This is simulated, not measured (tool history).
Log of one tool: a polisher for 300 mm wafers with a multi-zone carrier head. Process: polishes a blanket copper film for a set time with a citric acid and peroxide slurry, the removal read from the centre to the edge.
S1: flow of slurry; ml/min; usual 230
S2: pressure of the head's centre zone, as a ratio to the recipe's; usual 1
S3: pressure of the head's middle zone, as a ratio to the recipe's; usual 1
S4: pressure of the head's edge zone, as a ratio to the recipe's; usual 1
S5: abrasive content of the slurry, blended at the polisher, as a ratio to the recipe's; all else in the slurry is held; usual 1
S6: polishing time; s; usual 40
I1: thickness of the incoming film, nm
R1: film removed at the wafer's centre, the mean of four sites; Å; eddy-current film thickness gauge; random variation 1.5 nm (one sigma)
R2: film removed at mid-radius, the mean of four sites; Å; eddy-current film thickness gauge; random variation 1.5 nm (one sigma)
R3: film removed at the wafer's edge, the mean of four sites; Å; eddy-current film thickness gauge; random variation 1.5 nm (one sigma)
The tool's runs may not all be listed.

run   hour   S1    S2    S3    S4    S5  S6      I1    R1    R2    R3
  1      0  230     1     1     1     1  40  1212.1  1235  1231  1250
  2   29.5  230     1     1     1     1  40  1223.5  1257  1218  1205
  3     55  195  0.88  0.95  0.91     1  40  1222.6  1050  1100  1126
  4   79.7  230     1   1.1     1   0.9  40  1238.1  1159  1256  1153
      86.4  -- slurry nozzle cleaned
  5   93.7  230     1     1     1     1  40  1228.3  1215  1149  1150
  6  121.5  230  1.05     1     1     1  40  1226.8  1277  1152  1162
  7  151.9  230     1     1     1     1  40  1210.6  1180  1161  1149
     165.9  -- edge zone pressure recalibrated
  8  181.7  230     1     1     1     1  40    1218  1178  1160  1161
     201.4  -- carrier head's membrane replaced by a new one
  9  201.9  230     1  1.12     1     1  40    1234  1163  1258  1179
 10    218  230     1  1.07     1  0.85  40  1224.7  1112  1187  1094
     226.4  -- worn pad replaced by a new one
 11  231.2  230     1     1     1  0.75  40  1224.7  1146  1135  1150
 12  263.6  305     1     1  0.94     1  40  1245.2  1268  1225  1178
 13  285.1  230     1     1     1     1  40  1222.9  1212  1169  1182
 14  316.5  230     1     1  0.94  1.15  40  1229.2  1234  1243  1169
     343.2  -- centre zone pressure recalibrated
 15  358.3  230  1.05     1  0.92   1.1  40    1221  1260  1190  1138
     456.1  -- worn pad replaced by a new one
 16  464.8  230     1     1     1     1  40    1227  1271  1235  1227
 17  477.3  305     1  1.04     1     1  31  1233.4  1002  1004   951
 18  497.4  230     1     1     1     1  40  1229.4  1210  1205  1211
 19    516  190     1     1  1.11     1  40  1222.9  1178  1175  1210
 20  531.5  230     1     1     1     1  40  1219.2  1173  1171  1157
 21  554.8  305     1  0.96  1.11   1.1  40  1226.4  1259  1229  1295
 22  583.5  230     1     1     1     1  40  1240.5  1185  1171  1164

3 ways to go on from here, each from the tool as it stands after run 22. What would each give?
  A  583.9  230     1     1     1    1  54  1213.1   ?   ?   ?
  B  583.9  230  0.91  1.08  0.97  1.2  40  1213.1   ?   ?   ?
  C  583.9  195  0.91     1  0.93    1  40  1213.1   ?   ?   ?

run    R1    R2    R3
  A  1598  1571  1575
  B  1140  1297  1206
  C  1066  1145  1113
Without the tool's hidden state the same runs would have given:
run    R1    R2    R3
  A  1730  1701  1705
  B  1234  1404  1305
  C  1153  1240  1205

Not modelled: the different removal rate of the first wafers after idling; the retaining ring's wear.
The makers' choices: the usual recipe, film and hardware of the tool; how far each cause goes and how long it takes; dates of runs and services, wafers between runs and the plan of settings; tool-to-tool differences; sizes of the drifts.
